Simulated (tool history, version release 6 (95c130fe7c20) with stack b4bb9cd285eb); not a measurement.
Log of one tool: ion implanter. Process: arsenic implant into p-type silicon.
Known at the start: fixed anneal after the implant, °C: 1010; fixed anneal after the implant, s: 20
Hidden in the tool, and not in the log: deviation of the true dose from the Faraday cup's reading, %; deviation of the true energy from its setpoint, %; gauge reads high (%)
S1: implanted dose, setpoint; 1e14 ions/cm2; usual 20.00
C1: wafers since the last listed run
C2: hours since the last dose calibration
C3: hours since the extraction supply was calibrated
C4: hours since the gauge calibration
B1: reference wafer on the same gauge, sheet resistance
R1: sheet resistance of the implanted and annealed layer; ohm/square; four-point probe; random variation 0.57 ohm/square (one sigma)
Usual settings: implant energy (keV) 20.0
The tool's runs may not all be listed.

run 1 hour=0.0 | S1=18.04 implant_energy_(keV)=20.0 | C1=0 C2=711.2 C3=2546.9 C4=572.8 | B1=99.83 | R1=98.05
run 2 hour=27.6 | S1=18.04 implant_energy_(keV)=20.0 | C1=435 C2=738.8 C3=2574.5 C4=600.4 | B1=99.78 | R1=97.57
run 3 hour=41.0 | S1=18.04 implant_energy_(keV)=20.0 | C1=211 C2=752.2 C3=2587.9 C4=613.8 | B1=99.65 | R1=98.55
run 4 hour=55.4 | S1=20.00 implant_energy_(keV)=20.0 | C1=227 C2=766.6 C3=2602.3 C4=628.2 | B1=99.60 | R1=96.62
run 5 hour=86.2 | S1=20.00 implant_energy_(keV)=20.0 | C1=485 C2=797.4 C3=2633.1 C4=659.0 | B1=99.46 | R1=96.16
run 6 hour=108.3 | S1=20.00 implant_energy_(keV)=20.0 | C1=348 C2=819.5 C3=2655.2 C4=681.1 | B1=99.59 | R1=96.55
run 7 hour=143.4 | S1=20.00 implant_energy_(keV)=20.0 | C1=553 C2=854.6 C3=2690.3 C4=716.2 | B1=99.15 | R1=94.74
run 8 hour=175.2 | S1=20.00 implant_energy_(keV)=20.0 | C1=501 C2=886.4 C3=2722.1 C4=748.0 | B1=99.23 | R1=95.04
run 9 hour=209.7 | S1=20.00 implant_energy_(keV)=20.0 | C1=544 C2=920.9 C3=2756.6 C4=782.5 | B1=98.91 | R1=94.74
run 10 hour=227.7 | S1=20.00 implant_energy_(keV)=20.0 | C1=283 C2=938.9 C3=2774.6 C4=800.5 | B1=98.74 | R1=94.97
run 11 hour=259.8 | S1=20.00 implant_energy_(keV)=20.0 | C1=506 C2=971.0 C3=2806.7 C4=832.6 | B1=98.70 | R1=95.26
run 12 hour=283.6 | S1=22.44 implant_energy_(keV)=23.5 | C1=375 C2=994.8 C3=2830.5 C4=856.4 | B1=98.67 | R1=87.17
-- hour=313.8 Faraday cup replaced and dose calibrated
run 13 hour=315.9 | S1=22.44 implant_energy_(keV)=23.5 | C1=383 C2=2.1 C3=2862.8 C4=888.7 | B1=98.51 | R1=87.77
-- hour=344.6 gauge calibrated
run 14 hour=350.0 | S1=22.44 implant_energy_(keV)=23.5 | C1=537 C2=36.2 C3=2896.9 C4=5.4 | B1=101.68 | R1=90.50
run 15 hour=369.8 | S1=20.00 implant_energy_(keV)=20.0 | C1=312 C2=56.0 C3=2916.7 C4=25.2 | B1=101.91 | R1=98.27
run 16 hour=404.3 | S1=20.00 implant_energy_(keV)=20.0 | C1=544 C2=90.5 C3=2951.2 C4=59.7 | B1=101.46 | R1=97.31
run 17 hour=419.1 | S1=20.00 implant_energy_(keV)=20.0 | C1=233 C2=105.3 C3=2966.0 C4=74.5 | B1=101.47 | R1=98.26
run 18 hour=443.8 | S1=16.02 implant_energy_(keV)=20.0 | C1=389 C2=130.0 C3=2990.7 C4=99.2 | B1=101.31 | R1=103.07
run 19 hour=459.8 | S1=14.96 implant_energy_(keV)=22.5 | C1=252 C2=146.0 C3=3006.7 C4=115.2 | B1=101.58 | R1=100.97
run 20 hour=491.8 | S1=24.37 implant_energy_(keV)=26.0 | C1=504 C2=178.0 C3=3038.7 C4=147.2 | B1=101.11 | R1=85.55
run 21 hour=527.6 | S1=25.27 implant_energy_(keV)=25.5 | C1=564 C2=213.8 C3=3074.5 C4=183.0 | B1=101.16 | R1=85.64
-- hour=538.9 extraction supply calibrated
run 22 hour=566.3 | S1=22.44 implant_energy_(keV)=23.5 | C1=484 C2=252.5 C3=27.4 C4=221.7 | B1=101.03 | R1=90.85
run 23 hour=578.5 | S1=23.70 implant_energy_(keV)=22.0 | C1=192 C2=264.7 C3=39.6 C4=233.9 | B1=101.02 | R1=91.80
run 24 hour=607.9 | S1=14.56 implant_energy_(keV)=14.5 | C1=463 C2=294.1 C3=69.0 C4=263.3 | B1=100.58 | R1=113.44
run 25 hour=630.3 | S1=24.70 implant_energy_(keV)=16.5 | C1=353 C2=316.5 C3=91.4 C4=285.7 | B1=100.77 | R1=98.93
run 26 hour=656.6 | S1=25.98 implant_energy_(keV)=26.0 | C1=414 C2=342.8 C3=117.7 C4=312.0 | B1=100.66 | R1=85.08
run 27 hour=681.6 | S1=23.20 implant_energy_(keV)=14.5 | C1=394 C2=367.8 C3=142.7 C4=337.0 | B1=100.49 | R1=102.81
run 28 hour=707.8 | S1=16.94 implant_energy_(keV)=16.0 | C1=413 C2=394.0 C3=168.9 C4=363.2 | B1=100.29 | R1=106.34
run 29 hour=731.7 | S1=20.00 implant_energy_(keV)=20.0 | C1=376 C2=417.9 C3=192.8 C4=387.1 | B1=100.42 | R1=95.55
run 30 hour=751.7 | S1=17.89 implant_energy_(keV)=27.0 | C1=315 C2=437.9 C3=212.8 C4=407.1 | B1=100.41 | R1=89.02
run 31 hour=764.4 | S1=20.00 implant_energy_(keV)=20.0 | C1=200 C2=450.6 C3=225.5 C4=419.8 | B1=99.95 | R1=97.63
run 32 hour=783.5 | S1=14.27 implant_energy_(keV)=27.0 | C1=301 C2=469.7 C3=244.6 C4=438.9 | B1=100.15 | R1=97.13
run 33 hour=796.6 | S1=23.06 implant_energy_(keV)=17.0 | C1=206 C2=482.8 C3=257.7 C4=452.0 | B1=100.04 | R1=97.81

The tool's hidden state at each run:
deviation of the true dose from the Faraday cup's reading, %: 0 in every run
deviation of the true energy from its setpoint, %: 0 in every run
H1: gauge reads high (%)
run=1 H1=-1.84
run=2 H1=-1.96
run=3 H1=-2.01
run=4 H1=-2.07
run=5 H1=-2.19
run=6 H1=-2.28
run=7 H1=-2.42
run=8 H1=-2.55
run=9 H1=-2.68
run=10 H1=-2.76
run=11 H1=-2.88
run=12 H1=-2.98
run=13 H1=-3.11
run=14 H1=0.148
run=15 H1=0.0689
run=16 H1=-0.0691
run=17 H1=-0.128
run=18 H1=-0.227
run=19 H1=-0.291
run=20 H1=-0.419
run=21 H1=-0.562
run=22 H1=-0.717
run=23 H1=-0.766
run=24 H1=-0.884
run=25 H1=-0.973
run=26 H1=-1.08
run=27 H1=-1.18
run=28 H1=-1.28
run=29 H1=-1.38
run=30 H1=-1.46
run=31 H1=-1.51
run=32 H1=-1.59
run=33 H1=-1.64

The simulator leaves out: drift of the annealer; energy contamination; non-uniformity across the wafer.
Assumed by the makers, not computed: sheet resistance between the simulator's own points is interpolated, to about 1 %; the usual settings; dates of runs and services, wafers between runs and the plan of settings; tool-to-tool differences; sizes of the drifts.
